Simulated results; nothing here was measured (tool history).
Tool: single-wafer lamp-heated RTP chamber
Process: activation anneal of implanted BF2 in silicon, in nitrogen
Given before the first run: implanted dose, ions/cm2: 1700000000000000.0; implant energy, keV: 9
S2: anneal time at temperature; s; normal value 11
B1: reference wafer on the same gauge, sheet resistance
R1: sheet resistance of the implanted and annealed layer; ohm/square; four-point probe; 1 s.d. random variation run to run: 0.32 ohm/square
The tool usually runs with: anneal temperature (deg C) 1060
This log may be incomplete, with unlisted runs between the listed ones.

{"run": 1, "hour": 0.0, "anneal temperature (deg C)": 1043, "S2": 11, "B1": 128.16, "R1": 172.65}
{"run": 2, "hour": 10.4, "anneal temperature (deg C)": 1060, "S2": 14, "B1": 128.11, "R1": 140.87}
{"run": 3, "hour": 17.2, "anneal temperature (deg C)": 1060, "S2": 11, "B1": 128.02, "R1": 149.97}
{"run": 4, "hour": 38.8, "anneal temperature (deg C)": 1060, "S2": 11, "B1": 127.91, "R1": 149.96}
{"run": 5, "hour": 53.9, "anneal temperature (deg C)": 1060, "S2": 11, "B1": 127.88, "R1": 149.85}
{"run": 6, "hour": 60.5, "anneal temperature (deg C)": 1060, "S2": 9, "B1": 128.08, "R1": 158.21}
{"run": 7, "hour": 73.1, "anneal temperature (deg C)": 1043, "S2": 6, "B1": 127.99, "R1": 204.5}
{"run": 8, "hour": 89.3, "anneal temperature (deg C)": 1043, "S2": 6, "B1": 127.96, "R1": 204.73}
{"run": 9, "hour": 100.6, "anneal temperature (deg C)": 1043, "S2": 6, "B1": 128.02, "R1": 205.04}
{"run": 10, "hour": 118.1, "anneal temperature (deg C)": 1060, "S2": 11, "B1": 128.09, "R1": 149.71}
{"run": 11, "hour": 132.6, "anneal temperature (deg C)": 1060, "S2": 11, "B1": 128.06, "R1": 149.68}
{"run": 12, "hour": 145.2, "anneal temperature (deg C)": 1060, "S2": 11, "B1": 128.02, "R1": 149.92}
{"run": 13, "hour": 154.1, "anneal temperature (deg C)": 1071, "S2": 11, "B1": 128.15, "R1": 138.26}
{"run": 14, "hour": 166.3, "anneal temperature (deg C)": 1060, "S2": 11, "B1": 127.89, "R1": 150.06}
{"run": 15, "hour": 180.5, "anneal temperature (deg C)": 1072, "S2": 11, "B1": 127.86, "R1": 137.95}
{"run": 16, "hour": 193.8, "anneal temperature (deg C)": 1060, "S2": 11, "B1": 127.86, "R1": 149.95}
{"run": 17, "hour": 209.0, "anneal temperature (deg C)": 1071, "S2": 13, "B1": 128.06, "R1": 133.12}
{"run": 18, "hour": 222.2, "anneal temperature (deg C)": 1085, "S2": 8, "B1": 127.96, "R1": 135.03}
{"run": 19, "hour": 229.7, "anneal temperature (deg C)": 1060, "S2": 11, "B1": 127.8, "R1": 149.61}
{"run": 20, "hour": 240.2, "anneal temperature (deg C)": 1080, "S2": 9, "B1": 128.05, "R1": 137.15}
{"run": 21, "hour": 248.7, "anneal temperature (deg C)": 1075, "S2": 6, "B1": 128.0, "R1": 156.23}
{"run": 22, "hour": 263.4, "anneal temperature (deg C)": 1060, "S2": 11, "B1": 128.06, "R1": 149.69}
{"run": 23, "hour": 308.8, "anneal temperature (deg C)": 1079, "S2": 16, "B1": 128.05, "R1": 118.49}
{"run": 24, "hour": 317.3, "anneal temperature (deg C)": 1060, "S2": 11, "B1": 127.95, "R1": 149.66}
{"run": 25, "hour": 332.3, "anneal temperature (deg C)": 1060, "S2": 17, "B1": 128.04, "R1": 134.7}
{"run": 26, "hour": 340.6, "anneal temperature (deg C)": 1044, "S2": 15, "B1": 128.0, "R1": 158.39}
{"run": 27, "hour": 350.3, "anneal temperature (deg C)": 1072, "S2": 9, "B1": 127.98, "R1": 144.63}
{"run": 28, "hour": 368.0, "anneal temperature (deg C)": 1031, "S2": 16, "B1": 127.92, "R1": 175.61}
{"run": 29, "hour": 378.7, "anneal temperature (deg C)": 1060, "S2": 11, "B1": 127.81, "R1": 149.51}
{"run": 30, "hour": 392.0, "anneal temperature (deg C)": 1049, "S2": 11, "B1": 127.96, "R1": 163.76}
{"run": 31, "hour": 405.8, "anneal temperature (deg C)": 1073, "S2": 13, "B1": 128.2, "R1": 130.67}
{"run": 32, "hour": 423.0, "anneal temperature (deg C)": 1060, "S2": 11, "B1": 128.01, "R1": 149.92}
{"run": 33, "hour": 433.3, "anneal temperature (deg C)": 1060, "S2": 11, "B1": 128.05, "R1": 149.95}
{"run": 34, "hour": 442.4, "anneal temperature (deg C)": 1060, "S2": 16, "B1": 128.1, "R1": 137.1}
{"run": 35, "hour": 455.1, "anneal temperature (deg C)": 1060, "S2": 11, "B1": 128.15, "R1": 150.15}
{"run": 36, "hour": 462.2, "anneal temperature (deg C)": 1060, "S2": 11, "B1": 127.99, "R1": 149.89}
{"run": 37, "hour": 470.0, "anneal temperature (deg C)": 1046, "S2": 7, "B1": 128.1, "R1": 191.03}

Missing from the log above: 3 entries noted between runs. For each, name the pair of listed runs it sits between and say how the tool's hidden condition differs from the listed run just before to the listed run just after:
Run 21 -> run 22: reflector plate cleaned (hour 258.6); pyrometer window cleaned and pyrometer calibrated (hour 262.9)
  the hidden state is the same at both runs
Run 22 -> run 23: gauge calibrated (hour 283.6)
  the hidden state is the same at both runs
